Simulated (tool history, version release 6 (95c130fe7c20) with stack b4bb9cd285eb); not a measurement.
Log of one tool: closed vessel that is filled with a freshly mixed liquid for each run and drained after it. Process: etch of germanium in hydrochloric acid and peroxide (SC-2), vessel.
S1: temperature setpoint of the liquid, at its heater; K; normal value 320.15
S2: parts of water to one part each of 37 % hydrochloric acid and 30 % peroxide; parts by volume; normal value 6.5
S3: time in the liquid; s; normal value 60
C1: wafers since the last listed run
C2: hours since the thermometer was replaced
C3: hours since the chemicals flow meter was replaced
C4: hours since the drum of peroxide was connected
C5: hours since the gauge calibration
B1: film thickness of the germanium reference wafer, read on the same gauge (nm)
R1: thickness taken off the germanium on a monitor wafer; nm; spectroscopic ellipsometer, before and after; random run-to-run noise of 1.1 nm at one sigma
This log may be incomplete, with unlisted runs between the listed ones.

run     day      S1   S2  S3     C1      C2      C3      C4     C5     B1      R1
  1       0  324.15  8.5  60      0  2006.6   547.6   503.9  729.2  59.97  223.21
      2.633  -- gauge calibrated
  2    3.45  324.15  8.5  60  10789  2089.4   630.4   586.7   19.6  60.05  222.69
  3   7.721  324.15  8.5  60  13356  2191.9   732.9   689.2  122.1  60.03  222.55
  4  16.033  320.15  4.5  60  25996  2391.4   932.4   888.7  321.6     60  204.67
  5  20.271  320.15  6.5  60  13252  2493.1  1034.1   990.4  423.3  60.02  202.58
  6  23.842  320.15  6.5  60  11167  2578.8  1119.8  1076.1    509  59.99  203.81
     25.954  -- chemicals flow meter replaced
  7  27.271  320.15    8  60  10594  2661.1    31.6  1158.4  591.3  59.98  200.94
  8  31.388  320.15    4  60  12874  2759.9   130.4  1257.2  690.1  59.98  205.52
  9   33.75  314.15  6.5  60   7388  2816.6   187.1  1313.9  746.8     60  167.28
     35.154  -- thermometer replaced
     36.012  -- gauge calibrated
 10   36.05  328.15  6.5  85   7062    21.5   242.3  1369.1    0.9  59.98  348.75
     37.283  -- new drum of peroxide connected
 11  38.771  312.65  9.5  45   8378    86.8   307.6    35.7   66.2  60.01  109.97
 12  42.212  324.65  6.5  35  10763   169.4   390.2   118.3  148.8     60  127.71
 13  46.492  320.15  6.5  60  13382   272.1   492.9     221  251.5     60  189.79
 14  48.433  320.15  7.5  90   6072   318.7   539.5   267.6  298.1  60.06  282.82
 15  49.988  315.65  7.5  75   4860     356   576.8   304.9  335.4  60.03  203.22

What would each run have given without the hidden state, its run-to-run variation left as it was?
Hidden state present: liquid hotter than its thermometer reads (K); chemicals flow below the setpoint (%); peroxide weaker than its label (%); gauge reads high (%).
run      R1
  1  212.38
  2  211.49
  3   210.9
  4  192.53
  5  190.17
  6  190.96
  7  187.99
  8  191.54
  9  155.37
 10  348.21
 11   109.6
 12  127.07
 13  188.31
 14  280.35
 15  201.19
